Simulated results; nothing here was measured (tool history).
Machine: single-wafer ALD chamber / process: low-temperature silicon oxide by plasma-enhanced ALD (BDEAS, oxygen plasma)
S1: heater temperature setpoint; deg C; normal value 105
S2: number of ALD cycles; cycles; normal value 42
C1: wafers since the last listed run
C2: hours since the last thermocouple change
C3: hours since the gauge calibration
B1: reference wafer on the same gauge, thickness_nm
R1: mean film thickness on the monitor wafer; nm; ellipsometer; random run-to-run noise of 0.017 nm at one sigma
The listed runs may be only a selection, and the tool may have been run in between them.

run 1 hour=0 | S1=105 S2=42 | C1=0 C2=1549.9 C3=864.9 | B1=6.552 | R1=6.802
run 2 hour=53 | S1=105 S2=42 | C1=391 C2=1602.9 C3=917.9 | B1=6.544 | R1=6.782
run 3 hour=143.1 | S1=105 S2=42 | C1=665 C2=1693 C3=1008 | B1=6.547 | R1=6.774
run 4 hour=187.8 | S1=105 S2=42 | C1=329 C2=1737.7 C3=1052.7 | B1=6.547 | R1=6.775
run 5 hour=295.3 | S1=105 S2=42 | C1=793 C2=1845.2 C3=1160.2 | B1=6.552 | R1=6.795
run 6 hour=381.8 | S1=105 S2=42 | C1=638 C2=1931.7 C3=1246.7 | B1=6.554 | R1=6.752
run 7 hour=440.4 | S1=105 S2=39 | C1=432 C2=1990.3 C3=1305.3 | B1=6.55 | R1=6.276
run 8 hour=512.8 | S1=105 S2=39 | C1=534 C2=2062.7 C3=1377.7 | B1=6.553 | R1=6.271
run 9 hour=592 | S1=105 S2=42 | C1=584 C2=2141.9 C3=1456.9 | B1=6.548 | R1=6.786
run 10 hour=682.4 | S1=105 S2=46 | C1=667 C2=2232.3 C3=1547.3 | B1=6.552 | R1=7.428
-- hour=715.1 gauge calibrated
run 11 hour=743.8 | S1=116 S2=42 | C1=453 C2=2293.7 C3=28.7 | B1=6.55 | R1=6.617
run 12 hour=848.3 | S1=116 S2=42 | C1=771 C2=2398.2 C3=133.2 | B1=6.55 | R1=6.616
run 13 hour=887.7 | S1=105 S2=42 | C1=290 C2=2437.6 C3=172.6 | B1=6.551 | R1=6.77
-- hour=917.1 thermocouple changed; heater temperature recalibrated
run 14 hour=990.1 | S1=98 S2=46 | C1=696 C2=73 C3=275 | B1=6.547 | R1=7.464
run 15 hour=1090.2 | S1=115 S2=34 | C1=738 C2=173.1 C3=375.1 | B1=6.548 | R1=5.31
run 16 hour=1129.5 | S1=91 S2=42 | C1=290 C2=212.4 C3=414.4 | B1=6.549 | R1=6.929
run 17 hour=1177 | S1=105 S2=36 | C1=350 C2=259.9 C3=461.9 | B1=6.548 | R1=5.776
run 18 hour=1254.2 | S1=105 S2=42 | C1=569 C2=337.1 C3=539.1 | B1=6.548 | R1=6.726
run 19 hour=1303.5 | S1=105 S2=42 | C1=363 C2=386.4 C3=588.4 | B1=6.551 | R1=6.679
-- hour=1386.2 thermocouple changed; heater temperature recalibrated, repeated, since the last time left the tool worse
run 20 hour=1403.6 | S1=111 S2=42 | C1=679 C2=17.4 C3=688.5 | B1=6.549 | R1=6.729
run 21 hour=1583.1 | S1=105 S2=42 | C1=1325 C2=196.9 C3=868 | B1=6.549 | R1=6.839
run 22 hour=1633.7 | S1=110 S2=42 | C1=373 C2=247.5 C3=918.6 | B1=6.55 | R1=6.714
run 23 hour=1696 | S1=105 S2=42 | C1=459 C2=309.8 C3=980.9 | B1=6.549 | R1=6.812
run 24 hour=1804 | S1=99 S2=48 | C1=797 C2=417.8 C3=1088.9 | B1=6.551 | R1=7.931
run 25 hour=1869.4 | S1=93 S2=38 | C1=482 C2=483.2 C3=1154.3 | B1=6.55 | R1=6.444
run 26 hour=1943 | S1=94 S2=42 | C1=543 C2=556.8 C3=1227.9 | B1=6.55 | R1=7.037
run 27 hour=2045.4 | S1=105 S2=45 | C1=755 C2=659.2 C3=1330.3 | B1=6.548 | R1=7.299

What if the next run were any one of these 4? Each begins from the tool's condition after run 27:
run A hour=2045.9 | S1=105 S2=42 | C1=3 C2=659.7 C3=1330.8 | B1=? | R1=?
run B hour=2045.9 | S1=113 S2=45 | C1=3 C2=659.7 C3=1330.8 | B1=? | R1=?
run C hour=2045.9 | S1=114 S2=42 | C1=3 C2=659.7 C3=1330.8 | B1=? | R1=?
run D hour=2045.9 | S1=117 S2=36 | C1=3 C2=659.7 C3=1330.8 | B1=? | R1=?

run=A B1=6.548 R1=6.822
run=B B1=6.548 R1=7.188
run=C B1=6.548 R1=6.695
run=D B1=6.548 R1=5.702
Without the tool's hidden state the same runs would have given:
run=A R1=6.828
run=B R1=7.194
run=C R1=6.7
run=D R1=5.707
